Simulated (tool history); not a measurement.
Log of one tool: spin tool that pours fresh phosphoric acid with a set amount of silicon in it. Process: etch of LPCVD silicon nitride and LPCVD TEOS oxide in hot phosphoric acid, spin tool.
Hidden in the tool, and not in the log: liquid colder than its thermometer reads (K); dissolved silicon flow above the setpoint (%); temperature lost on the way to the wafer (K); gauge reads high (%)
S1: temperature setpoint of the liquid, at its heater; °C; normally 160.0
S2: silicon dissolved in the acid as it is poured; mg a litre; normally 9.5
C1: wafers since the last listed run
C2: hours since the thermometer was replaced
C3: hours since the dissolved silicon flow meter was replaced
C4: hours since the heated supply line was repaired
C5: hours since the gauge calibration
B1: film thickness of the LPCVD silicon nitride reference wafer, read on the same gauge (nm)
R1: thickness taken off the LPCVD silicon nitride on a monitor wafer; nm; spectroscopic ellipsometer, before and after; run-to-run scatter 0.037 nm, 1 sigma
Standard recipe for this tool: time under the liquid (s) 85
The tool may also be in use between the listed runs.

{"run": 1, "day": 0.0, "S1": 160.0, "S2": 9.5, "time under the liquid (s)": 85, "C1": 0, "C2": 1828.6, "C3": 1923.3, "C4": 1081.3, "C5": 235.2, "B1": 129.96, "R1": 6.91}
{"run": 2, "day": 4.179, "S1": 160.0, "S2": 9.5, "time under the liquid (s)": 85, "C1": 1314, "C2": 1928.9, "C3": 2023.6, "C4": 1181.6, "C5": 335.5, "B1": 129.98, "R1": 6.95}
{"run": 3, "day": 7.971, "S1": 158.0, "S2": 14.5, "time under the liquid (s)": 85, "C1": 1192, "C2": 2019.9, "C3": 2114.6, "C4": 1272.6, "C5": 426.5, "B1": 130.05, "R1": 6.53}
{"run": 4, "day": 10.271, "S1": 158.0, "S2": 14.5, "time under the liquid (s)": 85, "C1": 723, "C2": 2075.1, "C3": 2169.8, "C4": 1327.8, "C5": 481.7, "B1": 129.95, "R1": 6.48}
{"day": 13.629, "done": "dissolved silicon flow meter replaced"}
{"run": 5, "day": 14.538, "S1": 158.0, "S2": 14.5, "time under the liquid (s)": 85, "C1": 1329, "C2": 2177.5, "C3": 21.8, "C4": 1430.2, "C5": 584.1, "B1": 130.06, "R1": 6.45}
{"run": 6, "day": 18.175, "S1": 160.0, "S2": 9.5, "time under the liquid (s)": 85, "C1": 1144, "C2": 2264.8, "C3": 109.1, "C4": 1517.5, "C5": 671.4, "B1": 130.02, "R1": 6.85}
{"run": 7, "day": 22.125, "S1": 160.0, "S2": 9.5, "time under the liquid (s)": 85, "C1": 1242, "C2": 2359.6, "C3": 203.9, "C4": 1612.3, "C5": 766.2, "B1": 130.03, "R1": 6.88}
{"run": 8, "day": 26.488, "S1": 162.0, "S2": 4.5, "time under the liquid (s)": 45, "C1": 1372, "C2": 2464.3, "C3": 308.6, "C4": 1717.0, "C5": 870.9, "B1": 129.97, "R1": 3.89}
{"day": 26.612, "done": "thermometer replaced"}
{"run": 9, "day": 30.262, "S1": 162.5, "S2": 13.5, "time under the liquid (s)": 100, "C1": 1174, "C2": 87.6, "C3": 399.2, "C4": 1807.6, "C5": 961.5, "B1": 130.02, "R1": 8.76}
{"run": 10, "day": 32.154, "S1": 163.0, "S2": 4.0, "time under the liquid (s)": 85, "C1": 595, "C2": 133.0, "C3": 444.6, "C4": 1853.0, "C5": 1006.9, "B1": 129.99, "R1": 7.6}
{"run": 11, "day": 35.375, "S1": 162.0, "S2": 16.5, "time under the liquid (s)": 70, "C1": 1013, "C2": 210.3, "C3": 521.9, "C4": 1930.3, "C5": 1084.2, "B1": 129.99, "R1": 5.99}
{"day": 36.196, "done": "gauge calibrated"}
{"run": 12, "day": 39.829, "S1": 162.5, "S2": 15.5, "time under the liquid (s)": 125, "C1": 1401, "C2": 317.2, "C3": 628.8, "C4": 2037.2, "C5": 87.2, "B1": 130.0, "R1": 10.93}
{"day": 42.896, "done": "heated supply line repaired"}
{"run": 13, "day": 44.3, "S1": 162.0, "S2": 9.5, "time under the liquid (s)": 125, "C1": 1393, "C2": 424.5, "C3": 736.1, "C4": 33.7, "C5": 194.5, "B1": 129.98, "R1": 11.21}
{"run": 14, "day": 45.858, "S1": 160.0, "S2": 9.5, "time under the liquid (s)": 85, "C1": 490, "C2": 461.9, "C3": 773.5, "C4": 71.1, "C5": 231.9, "B1": 129.99, "R1": 7.11}
{"run": 15, "day": 49.204, "S1": 159.0, "S2": 9.5, "time under the liquid (s)": 85, "C1": 1052, "C2": 542.2, "C3": 853.8, "C4": 151.4, "C5": 312.2, "B1": 130.0, "R1": 6.86}
{"run": 16, "day": 53.35, "S1": 160.0, "S2": 9.5, "time under the liquid (s)": 65, "C1": 1304, "C2": 641.7, "C3": 953.3, "C4": 250.9, "C5": 411.7, "B1": 130.03, "R1": 5.45}
{"run": 17, "day": 55.221, "S1": 160.0, "S2": 16.0, "time under the liquid (s)": 85, "C1": 588, "C2": 686.6, "C3": 998.2, "C4": 295.8, "C5": 456.6, "B1": 129.98, "R1": 7.17}
{"run": 18, "day": 57.583, "S1": 158.5, "S2": 9.5, "time under the liquid (s)": 135, "C1": 743, "C2": 743.3, "C3": 1054.9, "C4": 352.5, "C5": 513.3, "B1": 129.99, "R1": 10.56}
{"run": 19, "day": 60.646, "S1": 157.5, "S2": 5.5, "time under the liquid (s)": 55, "C1": 963, "C2": 816.8, "C3": 1128.4, "C4": 426.0, "C5": 586.8, "B1": 130.02, "R1": 4.21}
{"run": 20, "day": 64.742, "S1": 160.0, "S2": 9.5, "time under the liquid (s)": 85, "C1": 1288, "C2": 915.1, "C3": 1226.7, "C4": 524.3, "C5": 685.1, "B1": 130.04, "R1": 7.0}
{"run": 21, "day": 67.975, "S1": 160.0, "S2": 12.5, "time under the liquid (s)": 85, "C1": 1017, "C2": 992.7, "C3": 1304.3, "C4": 601.9, "C5": 762.7, "B1": 130.01, "R1": 7.1}
{"run": 22, "day": 71.975, "S1": 161.0, "S2": 14.5, "time under the liquid (s)": 85, "C1": 1258, "C2": 1088.7, "C3": 1400.3, "C4": 697.9, "C5": 858.7, "B1": 130.04, "R1": 7.29}

How would selected steps in R1 from run to run divide? Give the signed amount a tool lacking its hidden state would still show from settings, what came in and random variation, and the signed amount left for the hidden state, including any gauge scatter that is not in both of the compared results.
Run 11 -> 12: S1 162.0 -> 162.5, S2 16.5 -> 15.5, time under the liquid (s) 70 -> 125, gauge calibrated. R1 +4.94 nm: hidden state -0.28, all else +5.22.
Run 12 -> 13: S1 162.5 -> 162.0, S2 15.5 -> 9.5, heated supply line repaired. R1 +0.28 nm: hidden state +0.53, all else -0.25.
Run 18 -> 19: S1 158.5 -> 157.5, S2 9.5 -> 5.5, time under the liquid (s) 135 -> 55. R1 -6.35 nm: hidden state +0.08, all else -6.43.

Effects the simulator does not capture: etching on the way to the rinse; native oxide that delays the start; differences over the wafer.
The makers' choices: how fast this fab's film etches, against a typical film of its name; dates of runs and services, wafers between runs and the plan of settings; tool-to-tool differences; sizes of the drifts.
